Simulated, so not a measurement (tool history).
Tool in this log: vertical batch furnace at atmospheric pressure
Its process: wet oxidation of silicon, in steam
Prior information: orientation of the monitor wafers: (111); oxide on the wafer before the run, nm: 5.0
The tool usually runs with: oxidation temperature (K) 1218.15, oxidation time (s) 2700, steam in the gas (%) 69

| run | hour | oxidation temperature (K) | oxidation time (s) | steam in the gas (%) | read-back reference wafer on the same gauge, thickness | oxide thickness on the monitor wafer (angstrom) |
|---|---|---|---|---|---|---|
| 1 | 0.0 | 1218.15 | 2700 | 64 | 246.16 | 2172.4 |
| 2 | 103.4 | 1218.15 | 2700 | 69 | 246.05 | 2290.7 |
| 3 | 140.9 | 1218.15 | 2700 | 69 | 246.09 | 2301.1 |
| 4 | 235.2 | 1218.15 | 3360 | 78 | 245.64 | 2964.6 |
| 5 | 327.8 | 1218.15 | 3360 | 78 | 245.90 | 2953.4 |
| 6 | 412.0 | 1218.15 | 2700 | 69 | 245.27 | 2297.5 |
|  | 538.1 | steam generator serviced |
| 7 | 667.9 | 1218.15 | 2700 | 69 | 245.01 | 2290.4 |
| 8 | 751.6 | 1218.15 | 2700 | 69 | 244.70 | 2283.2 |
| 9 | 845.3 | 1218.15 | 2700 | 69 | 244.42 | 2297.3 |
| 10 | 926.0 | 1231.15 | 2280 | 69 | 244.15 | 2262.3 |
| 11 | 1018.8 | 1218.15 | 2700 | 69 | 244.22 | 2284.4 |
| 12 | 1095.5 | 1218.15 | 2700 | 69 | 243.83 | 2274.0 |
| 13 | 1366.8 | 1218.15 | 2700 | 69 | 242.95 | 2272.0 |
| 14 | 1662.7 | 1235.15 | 2700 | 69 | 242.04 | 2614.9 |
| 15 | 1742.8 | 1218.15 | 2700 | 69 | 241.76 | 2257.0 |
|  | 1846.6 | thermocouples replaced and temperature profile calibrated |
| 16 | 1847.1 | 1218.15 | 2700 | 69 | 241.64 | 2263.1 |
|  | 2109.4 | steam generator serviced |
| 17 | 2126.5 | 1218.15 | 2700 | 69 | 240.49 | 2256.1 |
|  | 2184.5 | gauge calibrated |
| 18 | 2229.9 | 1218.15 | 2700 | 66 | 245.31 | 2233.6 |
| 19 | 2300.2 | 1218.15 | 2700 | 69 | 245.38 | 2291.2 |
| 20 | 2367.6 | 1218.15 | 1500 | 69 | 245.34 | 1457.1 |
| 21 | 2432.5 | 1218.15 | 2700 | 76 | 245.51 | 2471.0 |
| 22 | 2475.3 | 1218.15 | 2070 | 69 | 245.40 | 1867.8 |
| 23 | 2527.8 | 1209.15 | 2010 | 79 | 245.37 | 1874.2 |
| 24 | 2767.1 | 1218.15 | 2700 | 69 | 245.43 | 2291.1 |
| 25 | 2836.6 | 1209.15 | 2010 | 79 | 245.34 | 1861.4 |
| 26 | 2931.7 | 1218.15 | 2700 | 69 | 245.17 | 2299.9 |
| 27 | 2995.6 | 1218.15 | 2700 | 69 | 245.23 | 2296.4 |
| 28 | 3041.7 | 1209.15 | 3480 | 59 | 244.99 | 2279.2 |
| 29 | 3115.2 | 1218.15 | 2700 | 69 | 244.57 | 2292.4 |
| 30 | 3288.5 | 1237.15 | 2190 | 61 | 244.71 | 2108.4 |
| 31 | 3385.7 | 1238.15 | 2700 | 69 | 244.75 | 2711.2 |
| 32 | 3491.5 | 1218.15 | 2700 | 69 | 244.47 | 2278.5 |
| 33 | 3570.7 | 1218.15 | 3120 | 69 | 244.19 | 2548.5 |
| 34 | 3632.9 | 1218.15 | 2700 | 69 | 244.48 | 2290.1 |
| 35 | 3685.1 | 1228.15 | 3510 | 63 | 244.30 | 2821.1 |
|  | 3735.6 | thermocouples replaced and temperature profile calibrated |
| 36 | 3747.2 | 1235.15 | 2700 | 66 | 244.33 | 2557.8 |
| 37 | 3827.8 | 1227.15 | 2250 | 75 | 243.64 | 2282.3 |

The tool's hidden state at each run:
true tube temperature minus thermocouple reading, K: 0 across all the runs
steam share off its setpoint, % of the setpoint: 0 across all the runs
H1: gauge reads high (%)
| run | H1 |
|---|---|
| 1 | 0.0867 |
| 2 | 0.0178 |
| 3 | -0.00843 |
| 4 | -0.0772 |
| 5 | -0.149 |
| 6 | -0.217 |
| 7 | -0.444 |
| 8 | -0.525 |
| 9 | -0.62 |
| 10 | -0.704 |
| 11 | -0.805 |
| 12 | -0.891 |
| 13 | -1.22 |
| 14 | -1.61 |
| 15 | -1.73 |
| 16 | -1.88 |
| 17 | -2.31 |
| 18 | -0.227 |
| 19 | -0.229 |
| 20 | -0.234 |
| 21 | -0.24 |
| 22 | -0.245 |
| 23 | -0.253 |
| 24 | -0.303 |
| 25 | -0.323 |
| 26 | -0.353 |
| 27 | -0.376 |
| 28 | -0.393 |
| 29 | -0.423 |
| 30 | -0.503 |
| 31 | -0.554 |
| 32 | -0.615 |
| 33 | -0.663 |
| 34 | -0.703 |
| 35 | -0.738 |
| 36 | -0.782 |
| 37 | -0.84 |

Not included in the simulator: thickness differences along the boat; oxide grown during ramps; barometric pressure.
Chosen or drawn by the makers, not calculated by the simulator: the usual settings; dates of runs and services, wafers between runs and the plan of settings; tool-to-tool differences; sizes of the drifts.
